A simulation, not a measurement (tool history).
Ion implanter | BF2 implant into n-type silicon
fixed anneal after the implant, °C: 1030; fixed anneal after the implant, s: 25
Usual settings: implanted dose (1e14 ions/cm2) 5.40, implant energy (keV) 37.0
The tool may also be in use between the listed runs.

run   hour  implanted dose (1e14 ions/cm2)  implant energy (keV)  read-back reference wafer on the same gauge, sheet resistance  sheet resistance of the implanted and annealed layer (ohm/square)
  1    0.0                            4.79                  29.5                                                         181.03                                                             250.95
  2   28.6                            5.40                  37.0                                                         180.80                                                             222.82
  3   55.1                            5.40                  37.0                                                         181.22                                                             223.28
  4   73.9                            5.40                  39.5                                                         181.23                                                             222.32
  5  102.3                            5.40                  44.5                                                         181.64                                                             219.84
  6  134.5                            5.40                  44.5                                                         181.61                                                             219.00
  7  148.7                            5.40                  44.5                                                         181.61                                                             220.33
  8  168.3                            5.40                  37.0                                                         181.92                                                             223.03
  9  180.5                            5.40                  37.0                                                         181.95                                                             224.05
 10  209.0                            5.40                  37.0                                                         182.15                                                             223.85
 11  221.1                            4.98                  37.0                                                         182.22                                                             239.38
 12  238.8                            5.40                  37.0                                                         182.44                                                             224.88
 13  278.0                            5.40                  37.0                                                         182.88                                                             226.24
 14  308.0                            4.21                  41.0                                                         183.11                                                             276.33
 15  320.6                            4.21                  41.0                                                         182.84                                                             275.55
 16  353.0                            4.21                  41.0                                                         183.32                                                             275.89
     354.6  -- gauge calibrated
 17  443.2                            5.40                  37.0                                                         179.25                                                             222.09
 18  478.0                            5.40                  37.0                                                         179.46                                                             222.37
     486.5  -- extraction supply calibrated
 19  505.2                            5.40                  24.5                                                         179.62                                                             232.36
 20  531.1                            6.02                  48.0                                                         179.79                                                             196.89
 21  583.7                            5.40                  37.0                                                         180.22                                                             220.62
 22  596.9                            4.80                  37.0                                                         180.11                                                             245.74
 23  627.6                            6.19                  37.0                                                         180.41                                                             196.77
 24  654.7                            6.45                  41.5                                                         180.75                                                             188.77
 25  676.5                            5.40                  37.0                                                         180.99                                                             222.18
     699.6  -- Faraday cup replaced and dose calibrated
 26  700.1                            4.21                  41.0                                                         181.06                                                             274.49
 27  715.1                            6.12                  29.5                                                         181.05                                                             205.81
 28  738.0                            6.21                  47.0                                                         181.20                                                             192.63
 29  761.2                            5.40                  37.0                                                         181.47                                                             223.66
 30  779.8                            6.44                  29.0                                                         181.61                                                             197.16
 31  814.8                            4.79                  41.5                                                         182.04                                                             245.40
 32  850.3                            4.17                  30.5                                                         181.85                                                             286.14
 33  879.0                            4.93                  30.5                                                         182.24                                                             246.78
 34  893.1                            3.87                  37.0                                                         182.49                                                             299.36
 35  919.8                            6.84                  30.5                                                         182.81                                                             188.24
 36  951.8                            6.11                  29.0                                                         182.82                                                             209.16
 37  980.7                            4.14                  37.0                                                         183.12                                                             284.80

Forecast each of these 3 alternatives for the next run:
  A  981.1                            4.25                  37.0                                                              ?                                                                  ?
  B  981.1                            3.85                  42.5                                                              ?                                                                  ?
  C  981.1                            4.64                  37.0                                                              ?                                                                  ?

run  read-back reference wafer on the same gauge, sheet resistance  sheet resistance of the implanted and annealed layer (ohm/square)
  A                                                         183.28                                                             275.99
  B                                                         183.28                                                             296.45
  C                                                         183.28                                                             256.10
Without the tool's hidden state the same runs would have given:
run  sheet resistance of the implanted and annealed layer (ohm/square)
  A                                                             266.88
  B                                                             286.67
  C                                                             247.65

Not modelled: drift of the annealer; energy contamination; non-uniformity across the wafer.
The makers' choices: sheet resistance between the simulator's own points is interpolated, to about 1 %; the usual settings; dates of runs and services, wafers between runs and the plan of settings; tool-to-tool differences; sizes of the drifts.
